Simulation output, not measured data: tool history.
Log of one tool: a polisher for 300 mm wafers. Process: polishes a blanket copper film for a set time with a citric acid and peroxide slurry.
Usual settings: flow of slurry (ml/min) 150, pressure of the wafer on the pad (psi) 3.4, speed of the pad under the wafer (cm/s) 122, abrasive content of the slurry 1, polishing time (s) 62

run	hour	flow of slurry (ml/min)	pressure of the wafer on the pad (psi)	speed of the pad under the wafer (cm/s)	abrasive content of the slurry	polishing time (s)	wafers since the last listed run	wafers polished on this pad	hours since the slurry nozzle was cleaned	hours since the head pressure was calibrated	hours since the slurry blender was calibrated	incoming thickness of the incoming film, nm	film removed (angstrom)
1	0	150	4	122	1	62	0	1506	414.5	985.5	215.7	648.6	1614
2	53.9	115	3.4	122	1	62	418	1924	468.4	1039.4	269.6	633.5	1345
3	122	115	3.4	122	1	62	528	2452	536.5	1107.5	337.7	639.2	1338
4	165.4	115	3.4	122	1	62	336	2789	579.9	1150.9	381.1	638.5	1351
# hour 175.9: slurry blender recalibrated
# hour 193.3: head pressure recalibrated
5	205.3	190	3.4	122	1	62	278	3067	619.8	12	29.4	633.3	1525
# hour 212.1: slurry nozzle cleaned
# hour 225.2: worn pad replaced by a new one
6	267.2	190	3.4	122	1	62	441	326	55.1	73.9	91.3	649.1	1625
7	315.6	190	3.4	122	1	62	375	701	103.5	122.3	139.7	642	1585
8	339.9	150	3.4	122	1	62	188	890	127.8	146.6	164	645.7	1478
9	394.9	150	3.4	122	1	62	426	1316	182.8	201.6	219	636	1491
10	431.8	150	3.4	102	1	45	286	1603	219.7	238.5	255.9	644.9	935
11	460.9	150	3.4	122	0.8	62	225	1828	248.8	267.6	285	635.7	1396
12	515.6	170	3.4	122	1	62	424	2253	303.5	322.3	339.7	647.1	1528
# hour 539.1: slurry blender recalibrated
13	555.7	150	3.4	122	1	62	295	2548	343.6	362.4	16.6	631.8	1481
14	587.2	150	3.4	122	1.3	83	244	2793	375.1	393.9	48.1	628.2	2098
# hour 612.6: worn pad replaced by a new one
15	624.4	150	3.4	122	1.2	47	257	91	412.3	431.1	85.3	650	1175
16	695.2	150	3.4	162	1.1	49	549	640	483.1	501.9	156.1	632.8	1497
17	762.1	150	3.4	122	1	62	519	1159	550	568.8	223	645.4	1450
# hour 764.9: slurry nozzle cleaned
18	819.6	150	2.4	122	1	62	438	1598	54.7	626.3	280.5	649.2	1248
19	867.7	190	3.4	98	1	72	373	1971	102.8	674.4	328.6	639.7	1555
20	913.4	150	3.4	122	0.85	62	354	2325	148.5	720.1	374.3	631.5	1433
# hour 969.2: slurry blender recalibrated
21	969.7	150	3.4	152	1	62	421	2747	204.8	776.4	0.5	643.4	1801
# hour 1024: worn pad replaced by a new one
22	1034.9	150	2.5	122	1	62	474	84	270	841.6	65.7	631.9	1203
23	1061.5	150	3.4	122	1	62	206	291	296.6	868.2	92.3	650.5	1453
24	1123.7	150	3.4	122	1	62	482	773	358.8	930.4	154.5	640.1	1483
25	1162.2	150	3.4	122	1	62	298	1072	397.3	968.9	193	646.3	1468
26	1217.5	150	4.1	122	1	62	429	1501	452.6	1024.2	248.3	638.8	1652
# hour 1220: head pressure recalibrated
27	1246.6	150	2.2	140	1	73	210	1711	481.7	26.6	277.4	635.7	1478
28	1297.4	170	3.7	122	1	62	394	2105	532.5	77.4	328.2	643.3	1594
29	1328.5	170	3.4	86	1	72	241	2346	563.6	108.5	359.3	637.2	1299
30	1396.3	150	2.6	158	1	62	526	2872	631.4	176.3	427.1	637.1	1536
# hour 1412.7: slurry nozzle cleaned
# hour 1433.9: slurry blender recalibrated
31	1434.4	150	3.4	122	1	83	272	3145	21.7	214.4	0.5	640.3	2091

3 ways to go on from here, each from the tool as it stands after run 31. What would each give?
A	1434.8	150	3.4	122	1	55	3	3148	22.1	214.8	0.9	640	?
B	1434.8	150	4.2	82	1	62	3	3148	22.1	214.8	0.9	640	?
C	1434.8	170	4.2	122	0.85	62	3	3148	22.1	214.8	0.9	640	?

run	film removed (angstrom)
A	1356
B	1304
C	1751
Without the tool's hidden state the same runs would have given:
run	film removed (angstrom)
A	1364
B	1312
C	1760
